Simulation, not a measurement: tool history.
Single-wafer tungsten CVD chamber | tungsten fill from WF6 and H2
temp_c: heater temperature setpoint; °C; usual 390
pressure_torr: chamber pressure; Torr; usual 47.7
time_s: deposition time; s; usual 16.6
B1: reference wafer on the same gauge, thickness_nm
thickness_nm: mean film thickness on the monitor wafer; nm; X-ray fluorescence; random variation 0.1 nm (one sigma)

{"run": 1, "hour": 0.0, "temp_c": 390, "pressure_torr": 47.7, "time_s": 15.8, "B1": 35.731, "thickness_nm": 38.879}
{"run": 2, "hour": 8.8, "temp_c": 398, "pressure_torr": 47.7, "time_s": 16.6, "B1": 35.652, "thickness_nm": 48.303}
{"run": 3, "hour": 14.8, "temp_c": 398, "pressure_torr": 47.7, "time_s": 16.6, "B1": 35.723, "thickness_nm": 48.335}
{"run": 4, "hour": 32.5, "temp_c": 390, "pressure_torr": 47.7, "time_s": 14.7, "B1": 35.703, "thickness_nm": 36.1}
{"run": 5, "hour": 40.4, "temp_c": 390, "pressure_torr": 47.7, "time_s": 14.7, "B1": 35.714, "thickness_nm": 36.166}
{"run": 6, "hour": 50.3, "temp_c": 390, "pressure_torr": 47.7, "time_s": 14.7, "B1": 35.662, "thickness_nm": 36.222}
{"run": 7, "hour": 60.2, "temp_c": 390, "pressure_torr": 51.9, "time_s": 16.6, "B1": 35.675, "thickness_nm": 43.287}
{"run": 8, "hour": 73.9, "temp_c": 390, "pressure_torr": 51.9, "time_s": 16.6, "B1": 35.663, "thickness_nm": 43.308}
{"run": 9, "hour": 89.1, "temp_c": 390, "pressure_torr": 51.9, "time_s": 16.6, "B1": 35.701, "thickness_nm": 43.077}
{"run": 10, "hour": 105.8, "temp_c": 390, "pressure_torr": 47.7, "time_s": 16.6, "B1": 35.739, "thickness_nm": 41.163}
{"run": 11, "hour": 114.5, "temp_c": 390, "pressure_torr": 47.7, "time_s": 16.6, "B1": 35.712, "thickness_nm": 41.006}
{"run": 12, "hour": 129.7, "temp_c": 390, "pressure_torr": 38.7, "time_s": 15.3, "B1": 35.743, "thickness_nm": 32.967}
{"hour": 138.8, "done": "capacitance manometer re-zeroed and calibrated"}
{"run": 13, "hour": 139.3, "temp_c": 380, "pressure_torr": 39.9, "time_s": 16.6, "B1": 35.67, "thickness_nm": 30.861}
{"hour": 153.4, "done": "thermocouple changed; heater temperature recalibrated"}
{"run": 14, "hour": 155.9, "temp_c": 380, "pressure_torr": 44.5, "time_s": 14.8, "B1": 35.719, "thickness_nm": 26.576}
{"run": 15, "hour": 170.7, "temp_c": 380, "pressure_torr": 41.6, "time_s": 16.6, "B1": 35.696, "thickness_nm": 28.52}
{"run": 16, "hour": 187.8, "temp_c": 390, "pressure_torr": 47.7, "time_s": 16.6, "B1": 35.708, "thickness_nm": 38.831}
{"hour": 202.8, "done": "showerhead replaced"}
{"run": 17, "hour": 203.3, "temp_c": 377, "pressure_torr": 52.7, "time_s": 19.3, "B1": 35.732, "thickness_nm": 36.021}
{"run": 18, "hour": 213.4, "temp_c": 390, "pressure_torr": 36.3, "time_s": 17.7, "B1": 35.697, "thickness_nm": 34.628}
{"hour": 214.9, "done": "gauge calibrated"}
{"run": 19, "hour": 227.3, "temp_c": 390, "pressure_torr": 47.7, "time_s": 16.6, "B1": 35.688, "thickness_nm": 39.023}
{"run": 20, "hour": 261.0, "temp_c": 405, "pressure_torr": 47.7, "time_s": 15.4, "B1": 35.675, "thickness_nm": 49.732}
{"run": 21, "hour": 267.2, "temp_c": 401, "pressure_torr": 59.2, "time_s": 16.6, "B1": 35.681, "thickness_nm": 56.38}
{"run": 22, "hour": 281.4, "temp_c": 390, "pressure_torr": 56, "time_s": 18.5, "B1": 35.723, "thickness_nm": 48.119}
{"run": 23, "hour": 292.0, "temp_c": 390, "pressure_torr": 58.1, "time_s": 16.6, "B1": 35.708, "thickness_nm": 43.943}
{"run": 24, "hour": 304.5, "temp_c": 390, "pressure_torr": 37.8, "time_s": 14.2, "B1": 35.696, "thickness_nm": 28.863}
{"run": 25, "hour": 310.7, "temp_c": 390, "pressure_torr": 47.7, "time_s": 16.6, "B1": 35.701, "thickness_nm": 39.29}
{"run": 26, "hour": 320.8, "temp_c": 390, "pressure_torr": 47.7, "time_s": 16.6, "B1": 35.715, "thickness_nm": 39.331}
{"run": 27, "hour": 333.4, "temp_c": 402, "pressure_torr": 35.8, "time_s": 15.5, "B1": 35.679, "thickness_nm": 38.896}

Forecast run 28:
{"run": 28, "hour": 340.4, "temp_c": 402, "pressure_torr": 47.7, "time_s": 14, "B1": "?", "thickness_nm": "?"}

Run 28 gave B1 35.711, thickness_nm 42.626 nm.
Without the tool's hidden state the same run would have given thickness_nm 42.139 nm.
